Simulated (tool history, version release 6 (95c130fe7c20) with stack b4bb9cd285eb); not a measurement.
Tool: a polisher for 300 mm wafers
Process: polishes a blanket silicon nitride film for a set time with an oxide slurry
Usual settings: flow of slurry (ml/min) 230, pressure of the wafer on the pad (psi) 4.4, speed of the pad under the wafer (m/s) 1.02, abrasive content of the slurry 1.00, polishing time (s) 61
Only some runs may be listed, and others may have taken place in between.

run,hour,flow of slurry (ml/min),pressure of the wafer on the pad (psi),speed of the pad under the wafer (m/s),abrasive content of the slurry,polishing time (s),"incoming thickness of the incoming film, nm",film removed (nm)
1,0.0,255,4.4,1.02,1.15,61,464.8,49.9
# hour 19.3: slurry blender recalibrated
# hour 21.3: conditioning disc replaced and pad reconditioned
2,26.8,230,4.4,0.82,1.00,61,464.8,36.6
3,41.8,230,4.4,1.02,1.00,61,477.6,45.2
4,55.3,230,4.4,1.02,1.00,61,465.7,44.8
5,83.4,230,4.4,1.02,1.00,61,469.3,44.7
6,108.7,230,4.4,1.02,1.00,61,467.9,45.8
7,121.4,230,4.4,1.02,1.00,61,475.6,45.2
8,139.7,230,4.4,1.02,1.00,61,466.4,44.9
9,157.4,205,3.9,1.20,1.00,61,473.3,45.2
10,188.2,230,4.4,1.02,0.90,61,464.2,41.5
# hour 202.0: worn pad replaced by a new one
11,210.9,230,3.5,1.02,0.90,61,466.7,32.8
12,229.3,230,5.5,0.76,0.80,61,465.8,35.9
# hour 238.1: conditioning disc replaced and pad reconditioned
13,252.6,230,5.3,1.30,1.00,74,460.8,79.7
14,277.7,230,4.4,1.02,1.00,61,476.4,45.3
# hour 289.4: slurry blender recalibrated
15,303.0,230,4.4,1.02,1.00,61,473.6,44.7
# hour 313.7: slurry nozzle cleaned
16,326.2,205,4.4,1.02,1.20,79,475.9,62.6
17,354.4,230,4.8,1.02,1.00,61,463.2,48.6
18,378.6,230,4.4,1.02,1.00,61,470.1,45.1
# hour 414.3: worn pad replaced by a new one
19,414.8,230,5.9,1.18,0.85,61,473.0,58.6
20,428.6,270,4.4,0.82,1.20,42,465.2,30.3
# hour 439.6: conditioning disc replaced and pad reconditioned
21,442.9,230,4.4,0.66,1.00,61,468.3,30.9
22,472.9,230,4.4,1.02,1.00,61,467.2,44.4
23,491.6,205,5.4,0.88,1.00,61,475.4,47.6
24,524.2,230,4.4,0.74,1.00,61,471.7,35.5
25,540.9,230,3.7,1.02,1.00,61,467.4,38.7
26,573.7,200,4.4,1.36,1.20,43,479.4,44.2
# hour 577.3: slurry blender recalibrated
27,598.6,180,4.4,1.02,1.00,54,468.9,39.1

3 options for the next run, each taken on its own from the tool as it stands now. Forecast them:
A,599.0,230,4.4,1.02,1.00,61,468.7,?
B,599.0,305,4.4,1.12,0.75,81,468.7,?
C,599.0,180,4.4,1.16,1.15,61,468.7,?

run,film removed (nm)
A,44.7
B,49.0
C,53.2
Had the tool no hidden state, the same runs would have come out as:
run,film removed (nm)
A,44.7
B,49.0
C,53.2

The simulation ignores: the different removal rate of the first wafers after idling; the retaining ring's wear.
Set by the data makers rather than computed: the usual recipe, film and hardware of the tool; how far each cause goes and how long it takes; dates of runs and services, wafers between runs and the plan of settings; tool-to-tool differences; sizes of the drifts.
